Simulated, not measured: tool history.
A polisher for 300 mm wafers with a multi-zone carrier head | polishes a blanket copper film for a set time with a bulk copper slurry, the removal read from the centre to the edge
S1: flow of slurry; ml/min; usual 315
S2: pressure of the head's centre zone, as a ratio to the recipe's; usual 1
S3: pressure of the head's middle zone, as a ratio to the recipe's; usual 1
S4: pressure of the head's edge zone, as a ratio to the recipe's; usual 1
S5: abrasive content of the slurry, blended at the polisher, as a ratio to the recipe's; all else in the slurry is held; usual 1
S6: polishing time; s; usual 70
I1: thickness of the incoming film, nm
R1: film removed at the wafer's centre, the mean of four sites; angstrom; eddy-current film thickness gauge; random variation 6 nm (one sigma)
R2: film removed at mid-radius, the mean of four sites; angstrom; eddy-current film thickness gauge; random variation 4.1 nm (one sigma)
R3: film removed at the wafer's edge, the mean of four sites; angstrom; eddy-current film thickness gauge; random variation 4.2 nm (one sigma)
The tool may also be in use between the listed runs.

run   hour   S1    S2    S3    S4    S5  S6      I1    R1    R2    R3
  1      0  315     1     1     1     1  70  2454.6  4378  4513  4571
       8.6  -- slurry nozzle cleaned
      13.6  -- worn pad replaced by a new one
        15  -- carrier head's membrane replaced by a new one
  2   53.4  315     1     1     1     1  70  2467.5  4313  4313  4381
  3     98  315     1     1     1     1  70  2431.4  4336  4260  4403
  4  156.7  315     1     1     1     1  70  2483.3  4203  4340  4420
  5  196.3  395     1     1     1   1.1  70  2510.5  4414  4457  4574
     216.6  -- centre zone pressure recalibrated
  6    223  315  0.89     1  0.95     1  70  2467.4  3826  4312  4248
  7  253.3  315     1     1     1     1  70  2460.7  4128  4178  4248
     259.8  -- worn pad replaced by a new one
     286.3  -- slurry nozzle cleaned, repeated, since the last time left the tool worse
  8  295.9  315  0.92     1     1   0.9  70  2479.4  4198  4423  4374
  9  325.5  315     1     1  1.12     1  70  2429.4  4529  4544  4779
 10  386.4  315     1     1     1     1  70  2506.4  4502  4533  4504
 11  428.3  315     1   1.1     1     1  70  2451.2  4383  4800  4503
     439.9  -- edge zone pressure recalibrated
 12    469  315     1     1     1  0.85  52  2443.5  3223  3241  3279
     484.7  -- worn pad replaced by a new one
 13  511.5  315   1.1     1     1     1  62  2464.6  4249  4012  3952
 14  561.8  365  1.06  1.08     1     1  70  2476.9  4681  4871  4583
 15  627.5  315     1     1     1   1.1  82  2436.7  5244  5364  5372
 16    658  395  1.04     1     1     1  70  2444.6  4626  4589  4480
 17    699  315     1     1     1  0.85  52  2478.2  3132  3240  3238

Run 18 comes next. What will it give?
 18  735.9  315   1   1  0.92   1  88  2471.3   ?   ?   ?

R1: 5486 angstrom
R2: 5633 angstrom
R3: 5430 angstrom
Without the tool's hidden state the same run would have given R1 5620 angstrom, R2 5758 angstrom, R3 5521 angstrom.
